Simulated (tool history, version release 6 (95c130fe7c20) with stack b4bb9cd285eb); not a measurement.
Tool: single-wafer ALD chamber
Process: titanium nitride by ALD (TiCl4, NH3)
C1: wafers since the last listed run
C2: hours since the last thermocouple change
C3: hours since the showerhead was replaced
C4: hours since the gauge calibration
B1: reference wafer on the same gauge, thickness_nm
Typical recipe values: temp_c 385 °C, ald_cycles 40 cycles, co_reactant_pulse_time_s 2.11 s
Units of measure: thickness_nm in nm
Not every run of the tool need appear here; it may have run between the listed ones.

Run 1, hour 0: usual settings but ald_cycles 35 cycles; C1 0; C2 57.7; C3 3574.3; C4 1111; B1 0.999. Result: thickness_nm 0.794 nm.
Run 2, hour 38.4: usual settings but ald_cycles 35 cycles; C1 285; C2 96.1; C3 3612.7; C4 1149.4; B1 0.997. Result: thickness_nm 0.796 nm.
Run 3, hour 144.1: usual settings; C1 786; C2 201.8; C3 3718.4; C4 1255.1; B1 0.998. Result: thickness_nm 0.909 nm.
Run 4, hour 251.4: usual settings; C1 798; C2 309.1; C3 3825.7; C4 1362.4; B1 0.998. Result: thickness_nm 0.915 nm.
Run 5, hour 287.8: usual settings; C1 270; C2 345.5; C3 3862.1; C4 1398.8; B1 0.998. Result: thickness_nm 0.905 nm.
Run 6, hour 393: usual settings; C1 782; C2 450.7; C3 3967.3; C4 1504; B1 0.998. Result: thickness_nm 0.91 nm.
Run 7, hour 445.7: usual settings; C1 392; C2 503.4; C3 4020; C4 1556.7; B1 0.998. Result: thickness_nm 0.914 nm.
Run 8, hour 538: usual settings; C1 686; C2 595.7; C3 4112.3; C4 1649; B1 0.999. Result: thickness_nm 0.909 nm.
Run 9, hour 592.1: usual settings; C1 402; C2 649.8; C3 4166.4; C4 1703.1; B1 0.998. Result: thickness_nm 0.91 nm.
Run 10, hour 665.3: usual settings but temp_c 378 °C; C1 544; C2 723; C3 4239.6; C4 1776.3; B1 0.999. Result: thickness_nm 0.905 nm.
Run 11, hour 979: usual settings but temp_c 378 °C; C1 2334; C2 1036.7; C3 4553.3; C4 2090; B1 0.998. Result: thickness_nm 0.909 nm.
At hour 1104: showerhead replaced.
Run 12, hour 1165.1: usual settings but co_reactant_pulse_time_s 1.61 s; C1 1325; C2 1222.8; C3 61.1; C4 2276.1; B1 0.998. Result: thickness_nm 0.887 nm.
Run 13, hour 1246.6: usual settings; C1 606; C2 1304.3; C3 142.6; C4 2357.6; B1 0.998. Result: thickness_nm 0.914 nm.
Run 14, hour 1352.1: usual settings but temp_c 373 °C; C1 785; C2 1409.8; C3 248.1; C4 2463.1; B1 0.998. Result: thickness_nm 0.901 nm.
Run 15, hour 1416.5: usual settings but temp_c 373 °C; C1 479; C2 1474.2; C3 312.5; C4 2527.5; B1 0.998. Result: thickness_nm 0.897 nm.
Run 16, hour 1524.2: usual settings; C1 801; C2 1581.9; C3 420.2; C4 2635.2; B1 0.998. Result: thickness_nm 0.908 nm.
Run 17, hour 1584.3: usual settings; C1 447; C2 1642; C3 480.3; C4 2695.3; B1 0.997. Result: thickness_nm 0.912 nm.
Run 18, hour 1629.7: usual settings; C1 337; C2 1687.4; C3 525.7; C4 2740.7; B1 0.999. Result: thickness_nm 0.908 nm.
At hour 1799.8: thermocouple changed; heater temperature recalibrated.
Run 19, hour 1900: usual settings but temp_c 395 °C, ald_cycles 43 cycles, co_reactant_pulse_time_s 1.48 s; C1 1952; C2 100.2; C3 796; C4 3011; B1 0.997. Result: thickness_nm 0.957 nm.
Run 20, hour 1983.2: usual settings but ald_cycles 36 cycles; C1 619; C2 183.4; C3 879.2; C4 3094.2; B1 0.998. Result: thickness_nm 0.82 nm.
Run 21, hour 2064.2: usual settings but temp_c 396 °C, co_reactant_pulse_time_s 1.29 s; C1 602; C2 264.4; C3 960.2; C4 3175.2; B1 0.998. Result: thickness_nm 0.878 nm.
Run 22, hour 2153.7: usual settings but ald_cycles 46 cycles; C1 666; C2 353.9; C3 1049.7; C4 3264.7; B1 0.999. Result: thickness_nm 1.049 nm.
Run 23, hour 2253.5: usual settings but temp_c 389 °C, ald_cycles 46 cycles, co_reactant_pulse_time_s 2.4 s; C1 742; C2 453.7; C3 1149.5; C4 3364.5; B1 0.998. Result: thickness_nm 1.061 nm.
Run 24, hour 2520.5: usual settings but temp_c 375 °C, ald_cycles 34 cycles; C1 1987; C2 720.7; C3 1416.5; C4 3631.5; B1 0.998. Result: thickness_nm 0.767 nm.
At hour 2550.2: gauge calibrated.
Run 25, hour 2567.2: usual settings but co_reactant_pulse_time_s 1.63 s; C1 347; C2 767.4; C3 1463.2; C4 17; B1 0.998. Result: thickness_nm 0.891 nm.
Run 26, hour 2605.2: usual settings but temp_c 398 °C, ald_cycles 47 cycles, co_reactant_pulse_time_s 1.68 s; C1 282; C2 805.4; C3 1501.2; C4 55; B1 0.998. Result: thickness_nm 1.062 nm.
Run 27, hour 2676: usual settings but ald_cycles 43 cycles; C1 526; C2 876.2; C3 1572; C4 125.8; B1 0.998. Result: thickness_nm 0.977 nm.
Run 28, hour 2777: usual settings; C1 751; C2 977.2; C3 1673; C4 226.8; B1 0.999. Result: thickness_nm 0.908 nm.
Run 29, hour 2881.8: usual settings but temp_c 372 °C, ald_cycles 43 cycles, co_reactant_pulse_time_s 1.71 s; C1 779; C2 1082; C3 1777.8; C4 331.6; B1 0.998. Result: thickness_nm 0.944 nm.
Run 30, hour 3114.5: usual settings; C1 1731; C2 1314.7; C3 2010.5; C4 564.3; B1 0.997. Result: thickness_nm 0.911 nm.
Run 31, hour 3270.8: usual settings but temp_c 400 °C, co_reactant_pulse_time_s 2.43 s; C1 1163; C2 1471; C3 2166.8; C4 720.6; B1 0.998. Result: thickness_nm 0.925 nm.
At hour 3334.9: thermocouple changed; heater temperature recalibrated.
Run 32, hour 3335.4: usual settings but temp_c 397 °C, ald_cycles 46 cycles, co_reactant_pulse_time_s 1.62 s; C1 421; C2 0.5; C3 2231.4; C4 785.2; B1 0.998. Result: thickness_nm 1.038 nm.
Run 33, hour 3428.6: usual settings; C1 693; C2 93.7; C3 2324.6; C4 878.4; B1 0.999. Result: thickness_nm 0.912 nm.
Run 34, hour 3494.8: usual settings; C1 492; C2 159.9; C3 2390.8; C4 944.6; B1 0.998. Result: thickness_nm 0.911 nm.
Run 35, hour 3588.7: usual settings but temp_c 376 °C, ald_cycles 42 cycles, co_reactant_pulse_time_s 2.73 s; C1 698; C2 253.8; C3 2484.7; C4 1038.5; B1 0.999. Result: thickness_nm 0.97 nm.
Run 36, hour 3649.3: usual settings; C1 450; C2 314.4; C3 2545.3; C4 1099.1; B1 0.997. Result: thickness_nm 0.905 nm.

What if the next run were any one of these 5? Each begins from the tool's condition after run 36:
Run A, hour 3649.8: usual settings but co_reactant_pulse_time_s 2.72 s; C1 3; C2 314.9; C3 2545.8; C4 1099.6; B1 ?. Result: thickness_nm ?.
Run B, hour 3649.8: usual settings but co_reactant_pulse_time_s 1.54 s; C1 3; C2 314.9; C3 2545.8; C4 1099.6; B1 ?. Result: thickness_nm ?.
Run C, hour 3649.8: usual settings but temp_c 375 °C, ald_cycles 37 cycles, co_reactant_pulse_time_s 1.39 s; C1 3; C2 314.9; C3 2545.8; C4 1099.6; B1 ?. Result: thickness_nm ?.
Run D, hour 3649.8: usual settings but ald_cycles 42 cycles; C1 3; C2 314.9; C3 2545.8; C4 1099.6; B1 ?. Result: thickness_nm ?.
Run E, hour 3649.8: usual settings but ald_cycles 44 cycles; C1 3; C2 314.9; C3 2545.8; C4 1099.6; B1 ?. Result: thickness_nm ?.

run     B1  thickness_nm
  A  0.998         0.923
  B  0.998         0.882
  C  0.998         0.793
  D  0.998         0.953
  E  0.998         0.999
Stripped of hidden state, with their random variation kept, the same runs would have yielded:
run  thickness_nm
  A         0.923
  B         0.882
  C         0.793
  D         0.953
  E         0.999
